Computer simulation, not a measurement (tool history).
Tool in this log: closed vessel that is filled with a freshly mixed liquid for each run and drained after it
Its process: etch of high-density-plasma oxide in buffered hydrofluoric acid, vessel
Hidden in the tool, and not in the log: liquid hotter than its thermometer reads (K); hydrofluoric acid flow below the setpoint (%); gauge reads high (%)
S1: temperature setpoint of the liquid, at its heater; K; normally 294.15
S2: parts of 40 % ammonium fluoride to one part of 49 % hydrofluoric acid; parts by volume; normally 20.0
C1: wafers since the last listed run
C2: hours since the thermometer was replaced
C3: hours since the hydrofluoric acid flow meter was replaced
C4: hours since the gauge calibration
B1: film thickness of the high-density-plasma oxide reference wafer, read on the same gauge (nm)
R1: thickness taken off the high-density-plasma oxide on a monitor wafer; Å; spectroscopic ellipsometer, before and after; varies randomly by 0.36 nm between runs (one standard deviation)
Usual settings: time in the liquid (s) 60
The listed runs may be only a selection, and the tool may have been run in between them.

{"run": 1, "hour": 0.0, "S1": 294.15, "S2": 25.5, "time in the liquid (s)": 40, "C1": 0, "C2": 934.0, "C3": 1103.6, "C4": 141.4, "B1": 70.01, "R1": 271.9}
{"run": 2, "hour": 12.9, "S1": 294.15, "S2": 25.5, "time in the liquid (s)": 40, "C1": 859, "C2": 946.9, "C3": 1116.5, "C4": 154.3, "B1": 69.99, "R1": 272.6}
{"run": 3, "hour": 24.0, "S1": 296.15, "S2": 20.0, "time in the liquid (s)": 60, "C1": 739, "C2": 958.0, "C3": 1127.6, "C4": 165.4, "B1": 69.99, "R1": 537.7}
{"run": 4, "hour": 32.5, "S1": 296.15, "S2": 20.0, "time in the liquid (s)": 60, "C1": 566, "C2": 966.5, "C3": 1136.1, "C4": 173.9, "B1": 70.01, "R1": 535.7}
{"run": 5, "hour": 44.1, "S1": 294.15, "S2": 24.5, "time in the liquid (s)": 60, "C1": 773, "C2": 978.1, "C3": 1147.7, "C4": 185.5, "B1": 70.0, "R1": 421.8}
{"run": 6, "hour": 54.0, "S1": 294.15, "S2": 24.5, "time in the liquid (s)": 60, "C1": 659, "C2": 988.0, "C3": 1157.6, "C4": 195.4, "B1": 70.01, "R1": 424.5}
{"run": 7, "hour": 68.6, "S1": 294.15, "S2": 24.5, "time in the liquid (s)": 60, "C1": 973, "C2": 1002.6, "C3": 1172.2, "C4": 210.0, "B1": 69.97, "R1": 416.3}
{"run": 8, "hour": 81.0, "S1": 295.15, "S2": 20.0, "time in the liquid (s)": 60, "C1": 826, "C2": 1015.0, "C3": 1184.6, "C4": 222.4, "B1": 70.01, "R1": 501.6}
{"run": 9, "hour": 98.4, "S1": 295.15, "S2": 20.0, "time in the liquid (s)": 60, "C1": 1159, "C2": 1032.4, "C3": 1202.0, "C4": 239.8, "B1": 70.02, "R1": 512.0}
{"hour": 131.9, "done": "thermometer replaced"}
{"hour": 137.4, "done": "hydrofluoric acid flow meter replaced"}
{"hour": 137.4, "done": "gauge calibrated"}
{"run": 10, "hour": 137.9, "S1": 294.15, "S2": 20.0, "time in the liquid (s)": 60, "C1": 2499, "C2": 6.0, "C3": 0.5, "C4": 0.5, "B1": 70.01, "R1": 433.3}
{"run": 11, "hour": 151.3, "S1": 294.15, "S2": 20.0, "time in the liquid (s)": 50, "C1": 893, "C2": 19.4, "C3": 13.9, "C4": 13.9, "B1": 70.01, "R1": 360.6}
{"run": 12, "hour": 164.6, "S1": 294.15, "S2": 20.0, "time in the liquid (s)": 50, "C1": 886, "C2": 32.7, "C3": 27.2, "C4": 27.2, "B1": 69.99, "R1": 356.5}
{"run": 13, "hour": 173.2, "S1": 290.15, "S2": 27.5, "time in the liquid (s)": 30, "C1": 573, "C2": 41.3, "C3": 35.8, "C4": 35.8, "B1": 70.01, "R1": 137.5}
{"run": 14, "hour": 226.3, "S1": 297.15, "S2": 17.5, "time in the liquid (s)": 90, "C1": 3538, "C2": 94.4, "C3": 88.9, "C4": 88.9, "B1": 70.01, "R1": 874.0}
{"run": 15, "hour": 234.2, "S1": 294.15, "S2": 16.0, "time in the liquid (s)": 30, "C1": 526, "C2": 102.3, "C3": 96.8, "C4": 96.8, "B1": 69.97, "R1": 274.5}
{"run": 16, "hour": 241.8, "S1": 296.15, "S2": 20.0, "time in the liquid (s)": 60, "C1": 506, "C2": 109.9, "C3": 104.4, "C4": 104.4, "B1": 70.02, "R1": 484.7}
{"run": 17, "hour": 256.5, "S1": 296.15, "S2": 20.0, "time in the liquid (s)": 60, "C1": 979, "C2": 124.6, "C3": 119.1, "C4": 119.1, "B1": 69.99, "R1": 487.6}
{"run": 18, "hour": 271.8, "S1": 294.15, "S2": 20.0, "time in the liquid (s)": 60, "C1": 1019, "C2": 139.9, "C3": 134.4, "C4": 134.4, "B1": 69.99, "R1": 434.0}
{"run": 19, "hour": 298.9, "S1": 294.15, "S2": 24.5, "time in the liquid (s)": 60, "C1": 1806, "C2": 167.0, "C3": 161.5, "C4": 161.5, "B1": 70.0, "R1": 382.2}
{"run": 20, "hour": 314.5, "S1": 297.15, "S2": 16.5, "time in the liquid (s)": 60, "C1": 1039, "C2": 182.6, "C3": 177.1, "C4": 177.1, "B1": 70.01, "R1": 630.7}
{"run": 21, "hour": 328.6, "S1": 295.65, "S2": 20.0, "time in the liquid (s)": 50, "C1": 939, "C2": 196.7, "C3": 191.2, "C4": 191.2, "B1": 70.01, "R1": 400.1}
{"run": 22, "hour": 339.8, "S1": 294.15, "S2": 20.0, "time in the liquid (s)": 60, "C1": 746, "C2": 207.9, "C3": 202.4, "C4": 202.4, "B1": 70.0, "R1": 440.4}
{"run": 23, "hour": 352.4, "S1": 297.15, "S2": 23.5, "time in the liquid (s)": 80, "C1": 839, "C2": 220.5, "C3": 215.0, "C4": 215.0, "B1": 69.97, "R1": 621.2}
{"run": 24, "hour": 366.2, "S1": 296.65, "S2": 15.5, "time in the liquid (s)": 60, "C1": 919, "C2": 234.3, "C3": 228.8, "C4": 228.8, "B1": 69.99, "R1": 649.8}

5 ways to go on from here, each from the tool as it stands after run 24. What would each give?
{"run": "A", "hour": 366.9, "S1": 294.15, "S2": 16.0, "time in the liquid (s)": 60, "C1": 46, "C2": 235.0, "C3": 229.5, "C4": 229.5, "B1": "?", "R1": "?"}
{"run": "B", "hour": 366.9, "S1": 295.65, "S2": 20.0, "time in the liquid (s)": 85, "C1": 46, "C2": 235.0, "C3": 229.5, "C4": 229.5, "B1": "?", "R1": "?"}
{"run": "C", "hour": 366.9, "S1": 294.15, "S2": 20.0, "time in the liquid (s)": 75, "C1": 46, "C2": 235.0, "C3": 229.5, "C4": 229.5, "B1": "?", "R1": "?"}
{"run": "D", "hour": 366.9, "S1": 290.15, "S2": 24.5, "time in the liquid (s)": 75, "C1": 46, "C2": 235.0, "C3": 229.5, "C4": 229.5, "B1": "?", "R1": "?"}
{"run": "E", "hour": 366.9, "S1": 294.15, "S2": 20.0, "time in the liquid (s)": 35, "C1": 46, "C2": 235.0, "C3": 229.5, "C4": 229.5, "B1": "?", "R1": "?"}

run=A B1=70.04 R1=556.7
run=B B1=70.04 R1=687.7
run=C B1=70.04 R1=558.4
run=D B1=70.04 R1=387.4
run=E B1=70.04 R1=260.6
Stripped of hidden state, with their random variation kept, the same runs would have yielded:
run=A R1=541.5
run=B R1=668.9
run=C R1=543.1
run=D R1=376.5
run=E R1=253.4

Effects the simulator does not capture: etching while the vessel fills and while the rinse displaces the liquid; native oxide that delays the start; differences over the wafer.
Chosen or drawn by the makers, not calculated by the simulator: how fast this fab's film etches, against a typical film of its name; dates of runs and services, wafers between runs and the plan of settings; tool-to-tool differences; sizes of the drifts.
